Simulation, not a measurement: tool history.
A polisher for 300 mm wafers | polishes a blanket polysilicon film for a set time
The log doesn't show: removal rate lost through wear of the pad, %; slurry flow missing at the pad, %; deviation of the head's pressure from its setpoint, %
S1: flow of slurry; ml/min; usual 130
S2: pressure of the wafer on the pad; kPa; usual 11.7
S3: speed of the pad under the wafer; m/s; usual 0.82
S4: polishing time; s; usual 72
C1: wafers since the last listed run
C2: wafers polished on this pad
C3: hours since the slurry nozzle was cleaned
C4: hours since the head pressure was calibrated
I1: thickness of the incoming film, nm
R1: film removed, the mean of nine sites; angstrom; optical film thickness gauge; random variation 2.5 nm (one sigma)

run 1 hour=0 | S1=130 S2=11.7 S3=0.82 S4=72 | C1=0 C2=601 C3=100.8 C4=382.1 | I1=1443.8 | R1=2693
run 2 hour=13.2 | S1=130 S2=11.7 S3=0.82 S4=72 | C1=102 C2=703 C3=114 C4=395.3 | I1=1438.5 | R1=2653
run 3 hour=47 | S1=130 S2=11.7 S3=0.82 S4=72 | C1=262 C2=966 C3=147.8 C4=429.1 | I1=1441.6 | R1=2635
-- hour=62.5 worn pad replaced by a new one
run 4 hour=71.7 | S1=130 S2=11.7 S3=0.82 S4=72 | C1=160 C2=71 C3=172.5 C4=453.8 | I1=1433.7 | R1=2659
-- hour=74.7 head pressure recalibrated
run 5 hour=86.4 | S1=130 S2=11.7 S3=0.82 S4=72 | C1=98 C2=169 C3=187.2 C4=11.7 | I1=1434.4 | R1=2654
run 6 hour=111.8 | S1=130 S2=11.7 S3=0.82 S4=72 | C1=197 C2=367 C3=212.6 C4=37.1 | I1=1428.3 | R1=2616
run 7 hour=126.3 | S1=130 S2=11.7 S3=0.82 S4=65 | C1=112 C2=479 C3=227.1 C4=51.6 | I1=1430.9 | R1=2394
run 8 hour=162.2 | S1=130 S2=11.7 S3=0.82 S4=72 | C1=278 C2=758 C3=263 C4=87.5 | I1=1427.6 | R1=2641
run 9 hour=184.8 | S1=130 S2=11.7 S3=0.82 S4=72 | C1=175 C2=934 C3=285.6 C4=110.1 | I1=1421.7 | R1=2633
run 10 hour=209.9 | S1=130 S2=11.7 S3=0.82 S4=72 | C1=194 C2=1129 C3=310.7 C4=135.2 | I1=1414.6 | R1=2634
-- hour=233.7 worn pad replaced by a new one
run 11 hour=235.2 | S1=130 S2=11.7 S3=0.82 S4=72 | C1=165 C2=12 C3=336 C4=160.5 | I1=1458.5 | R1=2627
run 12 hour=270.5 | S1=130 S2=11.7 S3=0.6 S4=94 | C1=274 C2=286 C3=371.3 C4=195.8 | I1=1414.1 | R1=2489
run 13 hour=294.1 | S1=175 S2=11.7 S3=0.82 S4=72 | C1=183 C2=469 C3=394.9 C4=219.4 | I1=1432.4 | R1=2825
run 14 hour=328.2 | S1=130 S2=11.7 S3=0.82 S4=72 | C1=264 C2=734 C3=429 C4=253.5 | I1=1452.9 | R1=2622
run 15 hour=347.2 | S1=165 S2=14.5 S3=1 S4=57 | C1=147 C2=881 C3=448 C4=272.5 | I1=1438.5 | R1=3268
-- hour=385.9 worn pad replaced by a new one
run 16 hour=450.1 | S1=130 S2=11.7 S3=0.82 S4=72 | C1=768 C2=498 C3=550.9 C4=375.4 | I1=1422.3 | R1=2605
run 17 hour=477.8 | S1=130 S2=11.7 S3=0.82 S4=72 | C1=215 C2=713 C3=578.6 C4=403.1 | I1=1446.2 | R1=2566
-- hour=482.1 head pressure recalibrated
run 18 hour=508.7 | S1=130 S2=11.7 S3=0.82 S4=72 | C1=224 C2=938 C3=609.5 C4=26.6 | I1=1421.8 | R1=2551
-- hour=519.5 slurry nozzle cleaned
-- hour=536.7 worn pad replaced by a new one
run 19 hour=541.6 | S1=130 S2=11.7 S3=0.68 S4=49 | C1=216 C2=37 C3=22.1 C4=59.5 | I1=1412.4 | R1=1558
run 20 hour=575.4 | S1=130 S2=11.7 S3=0.82 S4=72 | C1=262 C2=300 C3=55.9 C4=93.3 | I1=1431.7 | R1=2728
run 21 hour=655.6 | S1=165 S2=11.7 S3=0.82 S4=97 | C1=622 C2=923 C3=136.1 C4=173.5 | I1=1432.6 | R1=3861
-- hour=692.7 worn pad replaced by a new one
run 22 hour=742.5 | S1=115 S2=13.8 S3=0.9 S4=72 | C1=643 C2=386 C3=223 C4=260.4 | I1=1451.7 | R1=3343
run 23 hour=765 | S1=105 S2=9.7 S3=0.82 S4=63 | C1=174 C2=561 C3=245.5 C4=282.9 | I1=1411.7 | R1=1812

Forecast each of these 4 alternatives for the next run:
run A hour=765.4 | S1=130 S2=11.7 S3=0.82 S4=72 | C1=3 C2=564 C3=245.9 C4=283.3 | I1=1423.8 | R1=?
run B hour=765.4 | S1=130 S2=15.2 S3=0.82 S4=72 | C1=3 C2=564 C3=245.9 C4=283.3 | I1=1423.8 | R1=?
run C hour=765.4 | S1=130 S2=13.8 S3=0.82 S4=72 | C1=3 C2=564 C3=245.9 C4=283.3 | I1=1423.8 | R1=?
run D hour=765.4 | S1=165 S2=10.3 S3=0.82 S4=62 | C1=3 C2=564 C3=245.9 C4=283.3 | I1=1423.8 | R1=?

run=A R1=2652
run=B R1=3432
run=C R1=3120
run=D R1=2126
Without the tool's hidden state the same runs would have given:
run=A R1=2773
run=B R1=3588
run=C R1=3262
run=D R1=2202
